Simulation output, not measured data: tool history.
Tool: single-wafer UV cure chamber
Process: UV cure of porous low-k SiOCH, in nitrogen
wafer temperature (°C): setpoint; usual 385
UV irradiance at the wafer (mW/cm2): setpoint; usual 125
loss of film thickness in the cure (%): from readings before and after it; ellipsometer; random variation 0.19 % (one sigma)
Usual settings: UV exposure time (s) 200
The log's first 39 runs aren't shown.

run    hour  wafer temperature (°C)  UV exposure time (s)  UV irradiance at the wafer (mW/cm2)  loss of film thickness in the cure (%)
 40  2105.4                     385                   145                                  125                                  11.281
 41  2130.8                     385                   200                                  125                                  13.277
     2167.8  -- quartz window cleaned
 42  2180.2                     378                   240                                   97                                  13.480
 43  2241.1                     374                   250                                  114                                  14.190
 44  2309.6                     374                   200                                  125                                  13.366
 45  2373.8                     372                   100                                  125                                   9.627
 46  2442.9                     391                   255                                  143                                  15.600
 47  2491.7                     385                   280                                   97                                  14.208

5 ways to go on from here, each from the tool as it stands after run 47. What would each give?
  A  2492.2                     403                   200                                  125                                       ?
  B  2492.2                     372                   150                                  138                                       ?
  C  2492.2                     396                   200                                  125                                       ?
  D  2492.2                     385                   250                                  125                                       ?
  E  2492.2                     385                    85                                  125                                       ?

run  loss of film thickness in the cure (%)
  A                                  13.908
  B                                  12.281
  C                                  13.766
  D                                  14.721
  E                                   9.213
Without the tool's hidden state the same runs would have given:
run  loss of film thickness in the cure (%)
  A                                  14.416
  B                                  12.774
  C                                  14.272
  D                                  15.236
  E                                   9.680

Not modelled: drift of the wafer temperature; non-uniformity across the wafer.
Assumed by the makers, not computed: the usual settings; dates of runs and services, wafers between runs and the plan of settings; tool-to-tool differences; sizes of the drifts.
